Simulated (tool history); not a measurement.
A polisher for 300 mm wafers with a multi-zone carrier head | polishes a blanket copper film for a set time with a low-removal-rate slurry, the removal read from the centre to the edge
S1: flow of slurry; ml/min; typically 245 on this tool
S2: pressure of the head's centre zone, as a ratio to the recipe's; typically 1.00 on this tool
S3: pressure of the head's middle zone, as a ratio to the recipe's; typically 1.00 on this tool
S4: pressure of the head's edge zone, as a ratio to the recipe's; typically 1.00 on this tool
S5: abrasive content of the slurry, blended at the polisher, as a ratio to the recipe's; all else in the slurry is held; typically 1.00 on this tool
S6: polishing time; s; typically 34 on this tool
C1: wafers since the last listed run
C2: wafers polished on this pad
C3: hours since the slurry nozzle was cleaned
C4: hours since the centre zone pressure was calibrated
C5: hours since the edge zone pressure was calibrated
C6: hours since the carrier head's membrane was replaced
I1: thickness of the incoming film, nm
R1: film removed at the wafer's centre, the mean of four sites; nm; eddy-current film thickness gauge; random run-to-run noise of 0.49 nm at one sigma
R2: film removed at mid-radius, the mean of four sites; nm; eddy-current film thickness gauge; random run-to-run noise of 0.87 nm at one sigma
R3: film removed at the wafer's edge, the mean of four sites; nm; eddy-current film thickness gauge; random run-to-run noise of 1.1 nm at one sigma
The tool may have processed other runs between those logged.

| run | day | S1 | S2 | S3 | S4 | S5 | S6 | C1 | C2 | C3 | C4 | C5 | C6 | I1 | R1 | R2 | R3 |
|---|---|---|---|---|---|---|---|---|---|---|---|---|---|---|---|---|---|
| 1 | 0.000 | 245 | 1.00 | 1.00 | 1.00 | 1.00 | 34 | 0 | 573 | 47.8 | 178.6 | 945.9 | 1493.5 | 1448.6 | 70.4 | 72.0 | 72.5 |
|  | 0.129 | edge zone pressure recalibrated |
| 2 | 2.112 | 245 | 1.00 | 1.00 | 1.00 | 1.10 | 34 | 289 | 863 | 98.5 | 229.3 | 47.6 | 1544.2 | 1426.9 | 71.6 | 74.5 | 70.4 |
|  | 8.775 | carrier head's membrane replaced by a new one |
| 3 | 11.379 | 245 | 1.00 | 1.00 | 1.00 | 1.10 | 34 | 1292 | 2155 | 320.9 | 451.7 | 270.0 | 62.5 | 1412.6 | 68.6 | 70.9 | 70.7 |
| 4 | 14.208 | 245 | 1.00 | 1.00 | 1.00 | 1.00 | 41 | 403 | 2559 | 388.8 | 519.6 | 337.9 | 130.4 | 1408.2 | 79.0 | 82.1 | 80.9 |
| 5 | 17.333 | 245 | 1.00 | 1.00 | 1.06 | 1.00 | 38 | 445 | 3005 | 463.8 | 594.6 | 412.9 | 205.4 | 1417.9 | 73.5 | 74.4 | 78.9 |
| 6 | 19.808 | 245 | 1.00 | 0.93 | 1.00 | 1.00 | 34 | 353 | 3358 | 523.2 | 654.0 | 472.3 | 264.8 | 1430.5 | 65.0 | 63.9 | 68.3 |
| 7 | 21.371 | 245 | 1.00 | 1.00 | 1.00 | 1.00 | 34 | 222 | 3581 | 560.7 | 691.5 | 509.8 | 302.3 | 1426.5 | 64.9 | 67.7 | 66.6 |
|  | 23.221 | slurry nozzle cleaned |
|  | 24.575 | worn pad replaced by a new one |
| 8 | 25.367 | 245 | 1.00 | 1.00 | 1.07 | 1.00 | 40 | 540 | 113 | 51.5 | 787.4 | 605.7 | 398.2 | 1428.7 | 81.8 | 87.3 | 84.6 |
| 9 | 27.588 | 245 | 1.00 | 1.00 | 1.00 | 1.25 | 34 | 316 | 430 | 104.8 | 840.7 | 659.0 | 451.5 | 1434.3 | 74.9 | 75.9 | 75.5 |
| 10 | 29.296 | 290 | 1.06 | 1.08 | 1.03 | 1.00 | 34 | 243 | 673 | 145.8 | 881.7 | 700.0 | 492.5 | 1433.4 | 74.9 | 76.3 | 71.5 |
|  | 33.392 | edge zone pressure recalibrated |
|  | 41.583 | centre zone pressure recalibrated |
| 11 | 42.775 | 245 | 0.97 | 0.93 | 1.00 | 1.00 | 44 | 1899 | 2573 | 469.3 | 28.6 | 225.2 | 816.0 | 1435.8 | 81.4 | 85.3 | 85.9 |
| 12 | 47.112 | 245 | 1.00 | 1.00 | 1.00 | 0.80 | 34 | 618 | 3192 | 573.4 | 132.7 | 329.3 | 920.1 | 1428.4 | 59.3 | 61.6 | 61.1 |
|  | 48.479 | worn pad replaced by a new one |
|  | 49.012 | slurry nozzle cleaned |
| 13 | 51.096 | 245 | 1.06 | 0.88 | 1.00 | 0.70 | 27 | 538 | 367 | 50.0 | 228.3 | 424.9 | 1015.7 | 1430.9 | 50.6 | 45.6 | 47.7 |
| 14 | 53.383 | 315 | 1.11 | 1.00 | 1.00 | 1.00 | 34 | 326 | 693 | 104.9 | 283.2 | 479.8 | 1070.6 | 1414.6 | 80.1 | 74.4 | 73.1 |
| 15 | 57.712 | 245 | 1.00 | 1.00 | 1.04 | 1.10 | 34 | 617 | 1311 | 208.8 | 387.1 | 583.7 | 1174.5 | 1415.3 | 70.0 | 70.9 | 73.0 |
| 16 | 60.138 | 310 | 0.96 | 0.96 | 1.00 | 1.00 | 27 | 346 | 1657 | 267.0 | 445.3 | 641.9 | 1232.7 | 1434.7 | 53.1 | 56.2 | 56.7 |
| 17 | 63.642 | 245 | 1.00 | 1.00 | 1.00 | 1.00 | 34 | 500 | 2157 | 351.1 | 529.4 | 726.0 | 1316.8 | 1421.4 | 65.8 | 68.5 | 66.2 |
| 18 | 67.517 | 210 | 1.03 | 0.89 | 1.00 | 0.90 | 34 | 552 | 2710 | 444.1 | 622.4 | 819.0 | 1409.8 | 1434.8 | 61.7 | 57.8 | 62.9 |
|  | 68.508 | edge zone pressure recalibrated |
| 19 | 69.404 | 245 | 1.00 | 1.00 | 1.08 | 1.00 | 34 | 257 | 2967 | 489.4 | 667.7 | 21.5 | 1455.1 | 1439.2 | 64.8 | 69.3 | 68.6 |
|  | 71.642 | worn pad replaced by a new one |
|  | 72.442 | slurry nozzle cleaned |
| 20 | 73.321 | 215 | 1.00 | 1.00 | 1.00 | 1.15 | 28 | 529 | 233 | 21.1 | 761.7 | 115.5 | 1549.1 | 1438.3 | 59.5 | 60.2 | 61.2 |
| 21 | 77.283 | 310 | 1.00 | 1.00 | 1.00 | 0.90 | 34 | 565 | 798 | 116.2 | 856.8 | 210.6 | 1644.2 | 1416.5 | 67.7 | 69.8 | 69.7 |

4 options for the next run, each taken on its own from the tool as it stands now. Forecast them:
| A | 77.300 | 245 | 1.00 | 1.00 | 1.00 | 1.00 | 34 | 2 | 801 | 116.6 | 857.2 | 211.0 | 1644.6 | 1421.3 | ? | ? | ? |
| B | 77.300 | 245 | 1.07 | 1.11 | 1.07 | 1.00 | 23 | 2 | 801 | 116.6 | 857.2 | 211.0 | 1644.6 | 1421.3 | ? | ? | ? |
| C | 77.300 | 220 | 1.00 | 1.00 | 1.00 | 1.00 | 38 | 2 | 801 | 116.6 | 857.2 | 211.0 | 1644.6 | 1421.3 | ? | ? | ? |
| D | 77.300 | 245 | 1.00 | 1.00 | 0.90 | 1.20 | 29 | 2 | 801 | 116.6 | 857.2 | 211.0 | 1644.6 | 1421.3 | ? | ? | ? |

| run | R1 | R2 | R3 |
|---|---|---|---|
| A | 68.7 | 71.1 | 69.3 |
| B | 49.8 | 51.6 | 48.4 |
| C | 75.1 | 78.0 | 76.4 |
| D | 62.4 | 64.7 | 59.9 |
What these runs would have given with no unlogged condition in the tool:
| run | R1 | R2 | R3 |
|---|---|---|---|
| A | 71.5 | 73.8 | 71.2 |
| B | 51.8 | 53.5 | 49.7 |
| C | 78.6 | 81.2 | 78.7 |
| D | 65.0 | 67.1 | 61.6 |
